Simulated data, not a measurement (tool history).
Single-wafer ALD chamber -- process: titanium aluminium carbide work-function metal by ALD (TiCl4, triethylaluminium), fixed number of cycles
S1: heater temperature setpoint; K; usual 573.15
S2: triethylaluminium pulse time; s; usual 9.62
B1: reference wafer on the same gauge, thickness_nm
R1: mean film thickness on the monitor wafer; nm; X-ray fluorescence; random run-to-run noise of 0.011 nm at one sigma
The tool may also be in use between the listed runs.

run 1 day=0.000 | S1=562.15 S2=9.62 | B1=2.500 | R1=1.991
run 2 day=0.508 | S1=583.15 S2=9.62 | B1=2.497 | R1=2.197
-- day=0.988 thermocouple changed; heater temperature recalibrated
run 3 day=1.008 | S1=583.15 S2=9.62 | B1=2.500 | R1=2.203
run 4 day=1.642 | S1=583.15 S2=9.62 | B1=2.501 | R1=2.197
run 5 day=2.342 | S1=573.15 S2=7.42 | B1=2.502 | R1=1.938
run 6 day=2.812 | S1=573.15 S2=7.42 | B1=2.497 | R1=1.931
run 7 day=3.308 | S1=573.15 S2=8.42 | B1=2.500 | R1=2.005
run 8 day=3.896 | S1=573.15 S2=9.62 | B1=2.498 | R1=2.073
run 9 day=4.383 | S1=573.15 S2=9.62 | B1=2.501 | R1=2.065
run 10 day=4.675 | S1=573.15 S2=9.62 | B1=2.502 | R1=2.068
run 11 day=5.025 | S1=573.15 S2=9.62 | B1=2.502 | R1=2.058
run 12 day=5.558 | S1=573.15 S2=9.62 | B1=2.498 | R1=2.041
run 13 day=6.188 | S1=573.15 S2=5.94 | B1=2.501 | R1=1.751
-- day=6.408 gauge calibrated
run 14 day=6.621 | S1=573.15 S2=9.62 | B1=2.497 | R1=2.078
run 15 day=6.904 | S1=573.15 S2=9.62 | B1=2.501 | R1=2.055
run 16 day=7.492 | S1=564.15 S2=9.62 | B1=2.498 | R1=1.971
run 17 day=7.992 | S1=573.15 S2=10.81 | B1=2.498 | R1=2.086
run 18 day=8.671 | S1=573.15 S2=9.62 | B1=2.501 | R1=2.037
run 19 day=9.412 | S1=573.15 S2=9.62 | B1=2.503 | R1=2.042
-- day=10.017 showerhead replaced
run 20 day=10.038 | S1=587.15 S2=12.87 | B1=2.503 | R1=2.320
run 21 day=10.388 | S1=584.15 S2=6.44 | B1=2.501 | R1=1.853
run 22 day=10.871 | S1=558.15 S2=11.24 | B1=2.500 | R1=1.940
-- day=11.350 triethylaluminium bottle replaced
run 23 day=11.546 | S1=582.15 S2=9.62 | B1=2.500 | R1=2.275
run 24 day=12.288 | S1=573.15 S2=12.68 | B1=2.498 | R1=2.250
run 25 day=12.554 | S1=563.15 S2=5.80 | B1=2.502 | R1=1.825
run 26 day=13.083 | S1=573.15 S2=9.62 | B1=2.500 | R1=2.180
run 27 day=13.712 | S1=568.15 S2=6.64 | B1=2.501 | R1=1.968
run 28 day=14.104 | S1=568.15 S2=13.06 | B1=2.498 | R1=2.201
run 29 day=14.521 | S1=581.15 S2=5.89 | B1=2.498 | R1=2.031
run 30 day=15.125 | S1=579.15 S2=5.79 | B1=2.502 | R1=1.993
run 31 day=15.638 | S1=573.15 S2=9.62 | B1=2.500 | R1=2.200
run 32 day=16.083 | S1=573.15 S2=9.62 | B1=2.502 | R1=2.175
run 33 day=16.492 | S1=583.15 S2=7.11 | B1=2.501 | R1=2.142
run 34 day=17.104 | S1=585.15 S2=6.67 | B1=2.502 | R1=2.146

Below are 3 alternative next runs, each starting from the tool's condition after run 34. Predict each:
run A day=17.121 | S1=587.15 S2=9.62 | B1=? | R1=?
run B day=17.121 | S1=573.15 S2=7.56 | B1=? | R1=?
run C day=17.121 | S1=564.15 S2=12.75 | B1=? | R1=?

run=A B1=2.502 R1=2.343
run=B B1=2.502 R1=2.097
run=C B1=2.502 R1=2.152
What these runs would have given with no unlogged condition in the tool:
run=A R1=2.357
run=B R1=2.118
run=C R1=2.158
